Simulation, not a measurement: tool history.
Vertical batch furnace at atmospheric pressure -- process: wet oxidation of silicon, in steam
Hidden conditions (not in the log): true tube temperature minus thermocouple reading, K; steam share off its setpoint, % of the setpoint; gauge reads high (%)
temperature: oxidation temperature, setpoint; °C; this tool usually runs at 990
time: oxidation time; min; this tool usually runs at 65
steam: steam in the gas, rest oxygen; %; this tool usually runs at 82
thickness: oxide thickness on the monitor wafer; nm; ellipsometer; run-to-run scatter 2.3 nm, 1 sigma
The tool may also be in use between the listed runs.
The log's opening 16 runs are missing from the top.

run    hour  temperature  time  steam  wafers since the last listed run  hours since the last temperature calibration  hours since the steam generator was serviced  hours since the gauge calibration  read-back reference wafer on the same gauge, thickness  thickness
 17  1203.5          968    89     71                               705                                         312.3                                         436.5                              210.4                                                  407.48     354.13
 18  1420.8          990    65     82                              1735                                         529.6                                         653.8                              427.7                                                  408.01      373.9
 19  1490.1          979  87.5     78                               553                                         598.9                                         723.1                                497                                                  408.47     408.77
 20    1595          990    65     82                               837                                         703.8                                           828                              601.9                                                  407.86     372.57
 21  1669.2          990    65     82                               592                                           778                                         902.2                              676.1                                                  407.39     376.52
 22  1757.9          981    65     82                               708                                         866.7                                         990.9                              764.8                                                  407.17     347.63
 23  1829.6          968    65     82                               572                                         938.4                                        1062.6                              836.5                                                  407.87     308.61
 24  1900.4          990    65     82                               565                                        1009.2                                        1133.4                              907.3                                                  408.11     369.08
 25    1956          990    65     82                               444                                        1064.8                                          1189                              962.9                                                  407.84     371.05
 26    2008          973  46.5     76                               415                                        1116.8                                          1241                             1014.9                                                  407.95     236.79

Run 27, settings as shown, results not yet in. Your forecast:
 27  2045.3          975  74.5     79                               297                                        1154.1                                        1278.3                             1052.2                                                       ?          ?

{"run 27": {"read-back reference wafer on the same gauge, thickness": 407.73, "thickness": 348.66}}
Take away the tool's hidden state, keep the run-to-run variation as it was, and the same run would have given thickness 359.37 nm.

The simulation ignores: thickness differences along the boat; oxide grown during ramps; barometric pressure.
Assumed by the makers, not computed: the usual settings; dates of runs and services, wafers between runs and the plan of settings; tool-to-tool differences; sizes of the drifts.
